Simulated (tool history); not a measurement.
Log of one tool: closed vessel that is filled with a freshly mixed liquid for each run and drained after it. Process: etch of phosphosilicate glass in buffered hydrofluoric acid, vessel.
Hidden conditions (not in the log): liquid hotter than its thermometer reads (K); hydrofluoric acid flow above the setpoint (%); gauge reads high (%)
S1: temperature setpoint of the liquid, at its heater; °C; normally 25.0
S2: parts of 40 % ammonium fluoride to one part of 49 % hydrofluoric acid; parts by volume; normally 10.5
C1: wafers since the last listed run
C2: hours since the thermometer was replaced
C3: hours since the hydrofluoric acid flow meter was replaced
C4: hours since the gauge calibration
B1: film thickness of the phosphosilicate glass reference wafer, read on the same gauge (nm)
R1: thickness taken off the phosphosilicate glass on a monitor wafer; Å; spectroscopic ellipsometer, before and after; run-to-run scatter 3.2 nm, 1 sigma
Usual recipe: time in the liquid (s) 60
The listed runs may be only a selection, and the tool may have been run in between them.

run 1 day=0.000 | S1=25.0 S2=12.5 time_in_the_liquid_(s)=60 | C1=0 C2=1604.3 C3=895.0 C4=3346.0 | B1=28.73 | R1=3551.8
run 2 day=2.388 | S1=24.0 S2=12.5 time_in_the_liquid_(s)=60 | C1=4110 C2=1661.6 C3=952.3 C4=3403.3 | B1=28.72 | R1=3326.1
run 3 day=4.342 | S1=23.5 S2=11.5 time_in_the_liquid_(s)=60 | C1=3364 C2=1708.5 C3=999.2 C4=3450.2 | B1=28.64 | R1=3537.4
run 4 day=7.275 | S1=25.0 S2=10.5 time_in_the_liquid_(s)=60 | C1=5050 C2=1778.9 C3=1069.6 C4=3520.6 | B1=28.61 | R1=4216.5
run 5 day=11.608 | S1=25.0 S2=10.5 time_in_the_liquid_(s)=60 | C1=7460 C2=1882.9 C3=1173.6 C4=3624.6 | B1=28.53 | R1=4192.8
run 6 day=13.758 | S1=25.0 S2=10.5 time_in_the_liquid_(s)=60 | C1=3701 C2=1934.5 C3=1225.2 C4=3676.2 | B1=28.50 | R1=4160.3
run 7 day=17.608 | S1=25.0 S2=10.5 time_in_the_liquid_(s)=60 | C1=6628 C2=2026.9 C3=1317.6 C4=3768.6 | B1=28.46 | R1=4136.9
run 8 day=19.608 | S1=21.0 S2=8.5 time_in_the_liquid_(s)=50 | C1=3443 C2=2074.9 C3=1365.6 C4=3816.6 | B1=28.40 | R1=3306.5
run 9 day=22.325 | S1=25.0 S2=10.5 time_in_the_liquid_(s)=60 | C1=4677 C2=2140.1 C3=1430.8 C4=3881.8 | B1=28.35 | R1=4135.5
run 10 day=23.958 | S1=23.5 S2=13.0 time_in_the_liquid_(s)=90 | C1=2812 C2=2179.3 C3=1470.0 C4=3921.0 | B1=28.31 | R1=4571.4
run 11 day=27.221 | S1=20.5 S2=13.5 time_in_the_liquid_(s)=70 | C1=5616 C2=2257.6 C3=1548.3 C4=3999.3 | B1=28.26 | R1=2997.0
run 12 day=30.129 | S1=26.5 S2=12.0 time_in_the_liquid_(s)=85 | C1=5007 C2=2327.4 C3=1618.1 C4=4069.1 | B1=28.24 | R1=5570.4
-- day=30.329 hydrofluoric acid flow meter replaced
run 13 day=33.679 | S1=27.5 S2=10.5 time_in_the_liquid_(s)=60 | C1=6040 C2=2412.6 C3=80.4 C4=4154.3 | B1=28.15 | R1=4713.1
run 14 day=36.504 | S1=25.0 S2=6.5 time_in_the_liquid_(s)=85 | C1=4863 C2=2480.4 C3=148.2 C4=4222.1 | B1=28.08 | R1=9109.5
run 15 day=39.650 | S1=27.5 S2=14.0 time_in_the_liquid_(s)=90 | C1=5416 C2=2555.9 C3=223.7 C4=4297.6 | B1=28.02 | R1=5352.9
run 16 day=43.208 | S1=25.0 S2=10.5 time_in_the_liquid_(s)=60 | C1=6126 C2=2641.3 C3=309.1 C4=4383.0 | B1=27.96 | R1=4126.7
-- day=44.708 gauge calibrated
run 17 day=44.779 | S1=28.0 S2=6.5 time_in_the_liquid_(s)=90 | C1=2704 C2=2679.0 C3=346.8 C4=1.7 | B1=29.93 | R1=12073.2
run 18 day=48.271 | S1=20.5 S2=10.5 time_in_the_liquid_(s)=45 | C1=6011 C2=2762.8 C3=430.6 C4=85.5 | B1=29.86 | R1=2538.7
-- day=48.492 thermometer replaced
run 19 day=51.633 | S1=25.0 S2=10.5 time_in_the_liquid_(s)=60 | C1=5717 C2=75.4 C3=511.3 C4=166.2 | B1=29.88 | R1=4383.3
run 20 day=56.108 | S1=26.5 S2=12.0 time_in_the_liquid_(s)=70 | C1=7704 C2=182.8 C3=618.7 C4=273.6 | B1=29.85 | R1=4874.6
run 21 day=58.679 | S1=25.0 S2=13.5 time_in_the_liquid_(s)=35 | C1=4426 C2=244.5 C3=680.4 C4=335.3 | B1=29.82 | R1=2003.7
run 22 day=63.175 | S1=28.5 S2=9.5 time_in_the_liquid_(s)=80 | C1=7740 C2=352.4 C3=788.3 C4=443.2 | B1=29.85 | R1=7577.3
run 23 day=66.750 | S1=25.0 S2=10.5 time_in_the_liquid_(s)=60 | C1=6155 C2=438.2 C3=874.1 C4=529.0 | B1=29.86 | R1=4308.2
run 24 day=70.058 | S1=25.0 S2=10.5 time_in_the_liquid_(s)=60 | C1=5695 C2=517.6 C3=953.5 C4=608.4 | B1=29.83 | R1=4397.2
run 25 day=72.250 | S1=21.0 S2=7.0 time_in_the_liquid_(s)=60 | C1=3773 C2=570.2 C3=1006.1 C4=661.0 | B1=29.81 | R1=5121.8
run 26 day=74.771 | S1=29.0 S2=7.5 time_in_the_liquid_(s)=45 | C1=4340 C2=630.7 C3=1066.6 C4=721.5 | B1=29.82 | R1=5517.1
run 27 day=81.438 | S1=27.0 S2=10.5 time_in_the_liquid_(s)=50 | C1=11477 C2=790.7 C3=1226.6 C4=881.5 | B1=29.79 | R1=4060.6
run 28 day=90.821 | S1=25.0 S2=11.5 time_in_the_liquid_(s)=50 | C1=16155 C2=1015.9 C3=1451.8 C4=1106.7 | B1=29.73 | R1=3281.9
run 29 day=92.396 | S1=28.5 S2=10.5 time_in_the_liquid_(s)=60 | C1=2711 C2=1053.7 C3=1489.6 C4=1144.5 | B1=29.76 | R1=5239.6
run 30 day=94.875 | S1=21.5 S2=7.5 time_in_the_liquid_(s)=30 | C1=4268 C2=1113.2 C3=1549.1 C4=1204.0 | B1=29.76 | R1=2431.4
run 31 day=98.921 | S1=26.5 S2=14.0 time_in_the_liquid_(s)=60 | C1=6965 C2=1210.3 C3=1646.2 C4=1301.1 | B1=29.73 | R1=3560.7

Predict each of these 5 candidate next runs independently; none follows another, all start after run 31:
run A day=98.950 | S1=25.0 S2=10.5 time_in_the_liquid_(s)=60 | C1=50 C2=1211.0 C3=1646.9 C4=1301.8 | B1=? | R1=?
run B day=98.950 | S1=27.0 S2=9.0 time_in_the_liquid_(s)=60 | C1=50 C2=1211.0 C3=1646.9 C4=1301.8 | B1=? | R1=?
run C day=98.950 | S1=27.0 S2=10.5 time_in_the_liquid_(s)=60 | C1=50 C2=1211.0 C3=1646.9 C4=1301.8 | B1=? | R1=?
run D day=98.950 | S1=25.0 S2=10.5 time_in_the_liquid_(s)=90 | C1=50 C2=1211.0 C3=1646.9 C4=1301.8 | B1=? | R1=?
run E day=98.950 | S1=25.0 S2=10.5 time_in_the_liquid_(s)=40 | C1=50 C2=1211.0 C3=1646.9 C4=1301.8 | B1=? | R1=?

run=A B1=29.71 R1=4337.4
run=B B1=29.71 R1=5411.6
run=C B1=29.71 R1=4830.3
run=D B1=29.71 R1=6506.1
run=E B1=29.71 R1=2891.6
Without the tool's hidden state the same runs would have given:
run=A R1=4378.9
run=B R1=5463.5
run=C R1=4876.6
run=D R1=6568.4
run=E R1=2919.3
